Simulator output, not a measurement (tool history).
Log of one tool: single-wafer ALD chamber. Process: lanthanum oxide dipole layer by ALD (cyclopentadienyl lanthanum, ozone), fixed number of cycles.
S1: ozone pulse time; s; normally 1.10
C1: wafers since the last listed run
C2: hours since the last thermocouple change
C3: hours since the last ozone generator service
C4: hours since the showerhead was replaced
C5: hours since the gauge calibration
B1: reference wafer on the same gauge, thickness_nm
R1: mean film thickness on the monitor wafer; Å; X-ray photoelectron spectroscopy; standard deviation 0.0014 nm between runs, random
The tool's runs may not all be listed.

run    hour    S1    C1     C2      C3      C4      C5     B1    R1
  1     0.0  1.43     0  460.2   526.4  3083.5   406.6  0.535  5.37
  2    42.7  1.43   884  502.9   569.1  3126.2   449.3  0.535  5.37
  3   128.4  1.43  1775  588.6   654.8  3211.9   535.0  0.535  5.35
  4   224.1  1.10  1982  684.3   750.5  3307.6   630.7  0.535  5.00
  5   314.7  1.10  1877  774.9   841.1  3398.2   721.3  0.535  5.00
  6   374.1  1.10  1230  834.3   900.5  3457.6   780.7  0.535  4.99
  7   428.2  1.10  1120  888.4   954.6  3511.7   834.8  0.535  4.98
      484.3  -- thermocouple changed; heater temperature recalibrated
  8   532.0  1.10  1984   47.7  1058.4  3615.5   938.6  0.535  4.99
  9   586.5  1.10  1129  102.2  1112.9  3670.0   993.1  0.535  4.97
 10   692.7  1.10  2200  208.4  1219.1  3776.2  1099.3  0.535  4.96
 11   745.1  1.10  1085  260.8  1271.5  3828.6  1151.7  0.535  4.98
      842.5  -- ozone generator serviced
 12   845.4  1.10  1912  361.1     2.9  3928.9  1252.0  0.535  5.15
      895.4  -- showerhead replaced
 13   946.7  1.10  1933  462.4   104.2    51.3  1353.3  0.535  5.16
 14  1002.0  1.10  1145  517.7   159.5   106.6  1408.6  0.535  5.11
 15  1072.5  1.51  1460  588.2   230.0   177.1  1479.1  0.535  5.46
 16  1138.2  0.69  1361  653.9   295.7   242.8  1544.8  0.535  4.28
 17  1219.3  0.77  1680  735.0   376.8   323.9  1625.9  0.535  4.47
 18  1265.9  0.82   965  781.6   423.4   370.5  1672.5  0.535  4.56
     1277.7  -- gauge calibrated
     1296.5  -- thermocouple changed; heater temperature recalibrated
 19  1327.5  1.24  1110   31.0   485.0   432.1    49.8  0.535  5.22
 20  1396.8  1.47  1435  100.3   554.3   501.4   119.1  0.535  5.43
 21  1460.8  1.48  1326  164.3   618.3   565.4   183.1  0.535  5.43
 22  1546.5  1.34  1775  250.0   704.0   651.1   268.8  0.535  5.28
 23  1635.3  1.29  1839  338.8   792.8   739.9   357.6  0.535  5.22
 24  1711.0  1.25  1568  414.5   868.5   815.6   433.3  0.535  5.18
 25  1770.5  1.10  1232  474.0   928.0   875.1   492.8  0.535  5.03
 26  1810.1  1.10   820  513.6   967.6   914.7   532.4  0.535  5.02

What if the next run were any one of these 4? Each begins from the tool's condition after run 26:
  A  1810.5  1.10   8  514.0  968.0  915.1  532.8   ?   ?
  B  1810.5  0.97   8  514.0  968.0  915.1  532.8   ?   ?
  C  1810.5  1.44   8  514.0  968.0  915.1  532.8   ?   ?
  D  1810.5  0.74   8  514.0  968.0  915.1  532.8   ?   ?

run     B1    R1
  A  0.535  5.02
  B  0.535  4.82
  C  0.535  5.38
  D  0.535  4.32
With the hidden condition removed and each run's random variation left untouched, the same runs would have given:
run    R1
  A  5.17
  B  4.99
  C  5.49
  D  4.51
